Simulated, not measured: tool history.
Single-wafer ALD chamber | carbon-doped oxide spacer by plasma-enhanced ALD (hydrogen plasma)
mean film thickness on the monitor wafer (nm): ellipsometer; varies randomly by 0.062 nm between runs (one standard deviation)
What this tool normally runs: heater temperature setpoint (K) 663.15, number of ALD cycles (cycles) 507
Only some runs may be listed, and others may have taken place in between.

| run | hour | heater temperature setpoint (K) | number of ALD cycles (cycles) | wafers since the last listed run | hours since the last thermocouple change | hours since the gauge calibration | read-back reference wafer on the same gauge, thickness_nm | mean film thickness on the monitor wafer (nm) |
|---|---|---|---|---|---|---|---|---|
| 1 | 0 | 663.15 | 507 | 0 | 1211.5 | 74.5 | 19.902 | 24.762 |
| 2 | 16.1 | 663.15 | 507 | 14 | 1227.6 | 90.6 | 19.887 | 24.706 |
| 3 | 51.9 | 663.15 | 507 | 31 | 1263.4 | 126.4 | 19.89 | 24.735 |
| 4 | 83.2 | 663.15 | 507 | 27 | 1294.7 | 157.7 | 19.898 | 24.725 |
| 5 | 100 | 663.15 | 507 | 14 | 1311.5 | 174.5 | 19.916 | 24.836 |
| 6 | 118.4 | 656.15 | 507 | 16 | 1329.9 | 192.9 | 19.905 | 24.805 |
| 7 | 130.9 | 656.15 | 507 | 11 | 1342.4 | 205.4 | 19.893 | 24.821 |
| 8 | 147.6 | 660.15 | 453 | 14 | 1359.1 | 222.1 | 19.91 | 22.185 |
| 9 | 168.7 | 663.15 | 507 | 18 | 1380.2 | 243.2 | 19.907 | 24.742 |
| 10 | 249.3 | 663.15 | 507 | 71 | 1460.8 | 323.8 | 19.889 | 24.748 |
| 11 | 264.2 | 663.15 | 507 | 13 | 1475.7 | 338.7 | 19.919 | 24.771 |
| 12 | 298.4 | 673.15 | 507 | 30 | 1509.9 | 372.9 | 19.897 | 24.789 |
| 13 | 311.8 | 673.15 | 507 | 11 | 1523.3 | 386.3 | 19.907 | 24.742 |
| 14 | 326.8 | 652.15 | 507 | 13 | 1538.3 | 401.3 | 19.878 | 24.686 |
| 15 | 348.5 | 652.15 | 507 | 19 | 1560 | 423 | 19.922 | 24.847 |
| 16 | 379.1 | 657.15 | 507 | 27 | 1590.6 | 453.6 | 19.904 | 24.669 |
| 17 | 392.9 | 657.15 | 507 | 12 | 1604.4 | 467.4 | 19.908 | 24.622 |
| 18 | 409.6 | 659.15 | 507 | 14 | 1621.1 | 484.1 | 19.924 | 24.81 |
| 19 | 434.2 | 659.15 | 507 | 21 | 1645.7 | 508.7 | 19.897 | 24.78 |
| 20 | 452.9 | 659.15 | 507 | 16 | 1664.4 | 527.4 | 19.917 | 24.732 |
| 21 | 481.4 | 669.15 | 415 | 25 | 1692.9 | 555.9 | 19.909 | 20.229 |
| 22 | 500.6 | 663.15 | 507 | 17 | 1712.1 | 575.1 | 19.9 | 24.639 |
| 23 | 535 | 673.15 | 467 | 30 | 1746.5 | 609.5 | 19.921 | 22.89 |
| 24 | 579.3 | 658.15 | 605 | 39 | 1790.8 | 653.8 | 19.891 | 29.62 |
| 25 | 603.3 | 659.15 | 423 | 21 | 1814.8 | 677.8 | 19.875 | 20.67 |
| 26 | 631.3 | 656.15 | 433 | 24 | 1842.8 | 705.8 | 19.912 | 21.138 |
|  | 632.3 | gauge calibrated |
| 27 | 653.2 | 659.15 | 579 | 19 | 1864.7 | 20.9 | 19.909 | 28.126 |
| 28 | 682.5 | 663.15 | 507 | 26 | 1894 | 50.2 | 19.89 | 24.77 |
|  | 707.3 | thermocouple changed; heater temperature recalibrated |
| 29 | 707.8 | 670.15 | 567 | 15 | 0.5 | 75.5 | 19.894 | 27.602 |
| 30 | 722.8 | 673.15 | 454 | 13 | 15.5 | 90.5 | 19.902 | 22.198 |
| 31 | 753 | 654.15 | 553 | 26 | 45.7 | 120.7 | 19.907 | 26.936 |
| 32 | 784.2 | 651.15 | 430 | 27 | 76.9 | 151.9 | 19.894 | 20.904 |
| 33 | 816.2 | 663.15 | 507 | 28 | 108.9 | 183.9 | 19.911 | 24.591 |
| 34 | 851.8 | 663.15 | 507 | 31 | 144.5 | 219.5 | 19.89 | 24.757 |
| 35 | 890.4 | 663.15 | 422 | 34 | 183.1 | 258.1 | 19.892 | 20.463 |
| 36 | 914 | 677.15 | 507 | 21 | 206.7 | 281.7 | 19.899 | 24.38 |
| 37 | 944.4 | 674.15 | 580 | 27 | 237.1 | 312.1 | 19.877 | 28.155 |
| 38 | 1005.8 | 669.15 | 474 | 54 | 298.5 | 373.5 | 19.892 | 23.108 |
| 39 | 1038.3 | 668.15 | 412 | 28 | 331 | 406 | 19.904 | 20.158 |
| 40 | 1073.4 | 658.15 | 602 | 31 | 366.1 | 441.1 | 19.897 | 29.356 |
| 41 | 1087.7 | 663.15 | 507 | 12 | 380.4 | 455.4 | 19.905 | 24.703 |

Below are 4 alternative next runs, each starting from the tool's condition after run 41. Predict each:
| A | 1088.9 | 658.15 | 507 | 1 | 381.6 | 456.6 | ? | ? |
| B | 1088.9 | 656.15 | 578 | 1 | 381.6 | 456.6 | ? | ? |
| C | 1088.9 | 663.15 | 432 | 1 | 381.6 | 456.6 | ? | ? |
| D | 1088.9 | 674.15 | 586 | 1 | 381.6 | 456.6 | ? | ? |

| run | read-back reference wafer on the same gauge, thickness_nm | mean film thickness on the monitor wafer (nm) |
|---|---|---|
| A | 19.884 | 24.697 |
| B | 19.884 | 28.155 |
| C | 19.884 | 21.043 |
| D | 19.884 | 28.497 |
Had the tool no hidden state, the same runs would have come out as:
| run | mean film thickness on the monitor wafer (nm) |
|---|---|
| A | 24.697 |
| B | 28.155 |
| C | 21.043 |
| D | 28.497 |
